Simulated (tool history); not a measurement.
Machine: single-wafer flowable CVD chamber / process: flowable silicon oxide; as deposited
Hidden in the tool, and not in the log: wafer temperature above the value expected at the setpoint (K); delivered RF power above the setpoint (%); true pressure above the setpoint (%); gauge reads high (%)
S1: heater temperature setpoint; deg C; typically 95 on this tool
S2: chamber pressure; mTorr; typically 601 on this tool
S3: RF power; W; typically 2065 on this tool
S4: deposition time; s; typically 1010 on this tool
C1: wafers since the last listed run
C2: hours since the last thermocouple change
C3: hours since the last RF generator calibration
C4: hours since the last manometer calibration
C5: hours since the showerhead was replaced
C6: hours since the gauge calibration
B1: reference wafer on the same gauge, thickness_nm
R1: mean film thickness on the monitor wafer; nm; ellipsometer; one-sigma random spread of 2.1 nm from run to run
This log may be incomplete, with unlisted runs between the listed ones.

Run 1, hour 0.0: usual settings; C1 0; C2 1718.8; C3 2080.3; C4 957.7; C5 7070.1; C6 388.1; B1 523.638. Result: R1 462.251 nm.
Run 2, hour 22.6: usual settings; C1 56; C2 1741.4; C3 2102.9; C4 980.3; C5 7092.7; C6 410.7; B1 523.381. Result: R1 458.995 nm.
Run 3, hour 44.4: usual settings; C1 54; C2 1763.2; C3 2124.7; C4 1002.1; C5 7114.5; C6 432.5; B1 522.571. Result: R1 461.184 nm.
Run 4, hour 58.9: usual settings; C1 36; C2 1777.7; C3 2139.2; C4 1016.6; C5 7129.0; C6 447.0; B1 522.448. Result: R1 461.223 nm.
At hour 60.2: gauge calibrated.
Run 5, hour 86.0: usual settings but S3 2230 W, S4 1110 s; C1 68; C2 1804.8; C3 2166.3; C4 1043.7; C5 7156.1; C6 25.8; B1 534.146. Result: R1 524.202 nm.
Run 6, hour 119.4: usual settings but S1 103 deg C; C1 84; C2 1838.2; C3 2199.7; C4 1077.1; C5 7189.5; C6 59.2; B1 530.995. Result: R1 367.804 nm.
Run 7, hour 146.2: usual settings but S1 103 deg C; C1 67; C2 1865.0; C3 2226.5; C4 1103.9; C5 7216.3; C6 86.0; B1 529.370. Result: R1 369.076 nm.
Run 8, hour 180.1: usual settings but S1 103 deg C; C1 85; C2 1898.9; C3 2260.4; C4 1137.8; C5 7250.2; C6 119.9; B1 528.674. Result: R1 369.506 nm.
Run 9, hour 205.7: usual settings; C1 64; C2 1924.5; C3 2286.0; C4 1163.4; C5 7275.8; C6 145.5; B1 528.202. Result: R1 463.880 nm.
Run 10, hour 234.3: usual settings; C1 72; C2 1953.1; C3 2314.6; C4 1192.0; C5 7304.4; C6 174.1; B1 527.625. Result: R1 464.544 nm.
Run 11, hour 284.4: usual settings; C1 126; C2 2003.2; C3 2364.7; C4 1242.1; C5 7354.5; C6 224.2; B1 526.651. Result: R1 461.666 nm.
At hour 310.5: showerhead replaced.
At hour 312.1: RF generator calibrated.
Run 12, hour 317.4: usual settings; C1 58; C2 2036.2; C3 5.3; C4 1275.1; C5 6.9; C6 257.2; B1 526.036. Result: R1 465.483 nm.
Run 13, hour 330.3: usual settings; C1 32; C2 2049.1; C3 18.2; C4 1288.0; C5 19.8; C6 270.1; B1 525.010. Result: R1 464.730 nm.
Run 14, hour 347.1: usual settings but S4 1120 s; C1 42; C2 2065.9; C3 35.0; C4 1304.8; C5 36.6; C6 286.9; B1 526.076. Result: R1 510.969 nm.
Run 15, hour 362.6: usual settings; C1 39; C2 2081.4; C3 50.5; C4 1320.3; C5 52.1; C6 302.4; B1 526.178. Result: R1 463.653 nm.
Run 16, hour 396.2: usual settings but S1 103 deg C, S2 738 mTorr, S3 2205 W; C1 84; C2 2115.0; C3 84.1; C4 1353.9; C5 85.7; C6 336.0; B1 525.519. Result: R1 454.379 nm.
At hour 420.1: capacitance manometer re-zeroed and calibrated.
Run 17, hour 420.6: usual settings but S4 1070 s; C1 41; C2 2139.4; C3 108.5; C4 0.5; C5 110.1; C6 360.4; B1 525.462. Result: R1 489.062 nm.
Run 18, hour 434.5: usual settings but S1 105 deg C, S2 531 mTorr, S3 2335 W; C1 35; C2 2153.3; C3 122.4; C4 14.4; C5 124.0; C6 374.3; B1 525.194. Result: R1 309.248 nm.
Run 19, hour 463.0: usual settings but S1 102 deg C; C1 71; C2 2181.8; C3 150.9; C4 42.9; C5 152.5; C6 402.8; B1 525.277. Result: R1 376.083 nm.
At hour 488.2: thermocouple changed; heater temperature recalibrated.
Run 20, hour 494.9: usual settings; C1 60; C2 6.7; C3 182.8; C4 74.8; C5 184.4; C6 434.7; B1 524.522. Result: R1 461.922 nm.
At hour 513.5: gauge calibrated.
Run 21, hour 514.7: usual settings but S3 2295 W; C1 49; C2 26.5; C3 202.6; C4 94.6; C5 204.2; C6 1.2; B1 532.837. Result: R1 474.324 nm.
Run 22, hour 546.6: usual settings but S1 83 deg C, S2 707 mTorr; C1 80; C2 58.4; C3 234.5; C4 126.5; C5 236.1; C6 33.1; B1 530.669. Result: R1 764.758 nm.
Run 23, hour 569.1: usual settings; C1 56; C2 80.9; C3 257.0; C4 149.0; C5 258.6; C6 55.6; B1 530.391. Result: R1 466.737 nm.
Run 24, hour 582.5: usual settings but S3 2335 W, S4 860 s; C1 33; C2 94.3; C3 270.4; C4 162.4; C5 272.0; C6 69.0; B1 529.401. Result: R1 399.879 nm.
Run 25, hour 601.1: usual settings; C1 46; C2 112.9; C3 289.0; C4 181.0; C5 290.6; C6 87.6; B1 528.280. Result: R1 462.908 nm.
Run 26, hour 614.1: usual settings but S2 471 mTorr, S3 1780 W; C1 32; C2 125.9; C3 302.0; C4 194.0; C5 303.6; C6 100.6; B1 527.142. Result: R1 363.704 nm.
Run 27, hour 637.3: usual settings but S1 104 deg C, S2 729 mTorr, S3 2475 W, S4 810 s; C1 58; C2 149.1; C3 325.2; C4 217.2; C5 326.8; C6 123.8; B1 525.816. Result: R1 355.963 nm.
Run 28, hour 661.7: usual settings but S1 104 deg C, S3 1705 W; C1 61; C2 173.5; C3 349.6; C4 241.6; C5 351.2; C6 148.2; B1 526.047. Result: R1 349.150 nm.
Run 29, hour 675.4: usual settings but S2 525 mTorr, S4 1100 s; C1 34; C2 187.2; C3 363.3; C4 255.3; C5 364.9; C6 161.9; B1 526.111. Result: R1 441.216 nm.

Each row is a separate what-if for the run after 29, all from the same tool condition, not one after another. Results?
Run A, hour 676.1: usual settings but S4 1160 s; C1 1; C2 187.9; C3 364.0; C4 256.0; C5 365.6; C6 162.6; B1 ?. Result: R1 ?.
Run B, hour 676.1: usual settings but S2 529 mTorr; C1 1; C2 187.9; C3 364.0; C4 256.0; C5 365.6; C6 162.6; B1 ?. Result: R1 ?.
Run C, hour 676.1: usual settings but S2 549 mTorr; C1 1; C2 187.9; C3 364.0; C4 256.0; C5 365.6; C6 162.6; B1 ?. Result: R1 ?.

run       B1       R1
  A  527.048  534.557
  B  527.048  410.480
  C  527.048  425.541
With no hidden state in the tool, these same runs would have given:
run       R1
  A  541.628
  B  415.910
  C  431.170
